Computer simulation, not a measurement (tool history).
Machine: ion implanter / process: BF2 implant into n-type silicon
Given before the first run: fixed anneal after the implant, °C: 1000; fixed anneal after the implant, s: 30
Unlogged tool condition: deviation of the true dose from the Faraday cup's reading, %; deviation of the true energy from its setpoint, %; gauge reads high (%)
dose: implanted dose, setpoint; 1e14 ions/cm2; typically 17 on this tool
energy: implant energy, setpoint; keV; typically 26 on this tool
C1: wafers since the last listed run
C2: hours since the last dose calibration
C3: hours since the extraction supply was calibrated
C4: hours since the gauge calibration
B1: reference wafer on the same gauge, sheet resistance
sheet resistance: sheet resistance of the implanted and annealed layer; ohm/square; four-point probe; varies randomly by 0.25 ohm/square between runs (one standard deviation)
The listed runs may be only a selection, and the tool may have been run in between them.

Run 1, hour 0: usual settings but energy 22.5 keV; C1 0; C2 1344.6; C3 1733; C4 699.3; B1 126.94. Result: sheet resistance 131.85 ohm/square.
Run 2, hour 43.3: usual settings but energy 22.5 keV; C1 1313; C2 1387.9; C3 1776.3; C4 742.6; B1 127.02. Result: sheet resistance 131.45 ohm/square.
At hour 79.3: gauge calibrated.
Run 3, hour 90.2: usual settings; C1 1422; C2 1434.8; C3 1823.2; C4 10.9; B1 126.95. Result: sheet resistance 123.73 ohm/square.
Run 4, hour 156.1: usual settings; C1 1998; C2 1500.7; C3 1889.1; C4 76.8; B1 127.1. Result: sheet resistance 123.68 ohm/square.
Run 5, hour 223.7: usual settings; C1 2050; C2 1568.3; C3 1956.7; C4 144.4; B1 126.97. Result: sheet resistance 123.15 ohm/square.
Run 6, hour 272.7: usual settings but dose 13.07 1e14 ions/cm2; C1 1486; C2 1617.3; C3 2005.7; C4 193.4; B1 126.96. Result: sheet resistance 129.6 ohm/square.
At hour 536.6: extraction supply calibrated.
Run 7, hour 585.7: usual settings but dose 13.07 1e14 ions/cm2; C1 9250; C2 1930.3; C3 49.1; C4 506.4; B1 126.95. Result: sheet resistance 131.3 ohm/square.
Run 8, hour 662.9: usual settings but dose 13.07 1e14 ions/cm2; C1 2341; C2 2007.5; C3 126.3; C4 583.6; B1 126.94. Result: sheet resistance 131.4 ohm/square.
At hour 704.2: Faraday cup replaced and dose calibrated.
Run 9, hour 735.4: usual settings but energy 34 keV; C1 1956; C2 31.2; C3 198.8; C4 656.1; B1 127.01. Result: sheet resistance 111.15 ohm/square.
Run 10, hour 792.8: usual settings but energy 31 keV; C1 1740; C2 88.6; C3 256.2; C4 713.5; B1 127.04. Result: sheet resistance 115.97 ohm/square.
At hour 819.8: gauge calibrated.
Run 11, hour 871.3: usual settings but energy 32.5 keV; C1 2380; C2 167.1; C3 334.7; C4 51.5; B1 126.9. Result: sheet resistance 113.39 ohm/square.
Run 12, hour 956.4: usual settings but dose 14.24 1e14 ions/cm2, energy 34.5 keV; C1 2580; C2 252.2; C3 419.8; C4 136.6; B1 127.05. Result: sheet resistance 114.61 ohm/square.
Run 13, hour 1014: usual settings but dose 12.86 1e14 ions/cm2, energy 30 keV; C1 1746; C2 309.8; C3 477.4; C4 194.2; B1 127.06. Result: sheet resistance 124.29 ohm/square.
Run 14, hour 1072.1: usual settings; C1 1762; C2 367.9; C3 535.5; C4 252.3; B1 127.02. Result: sheet resistance 125.03 ohm/square.

What will run 15 give?
Run 15, hour 1169.5: usual settings but dose 12.56 1e14 ions/cm2, energy 30 keV; C1 2953; C2 465.3; C3 632.9; C4 349.7; B1 ?. Result: sheet resistance ?.

{"run 15": {"B1": 126.97, "sheet resistance": 125.42}}
Had the tool carried no hidden state, the very same run would have given sheet resistance 125.39 ohm/square.

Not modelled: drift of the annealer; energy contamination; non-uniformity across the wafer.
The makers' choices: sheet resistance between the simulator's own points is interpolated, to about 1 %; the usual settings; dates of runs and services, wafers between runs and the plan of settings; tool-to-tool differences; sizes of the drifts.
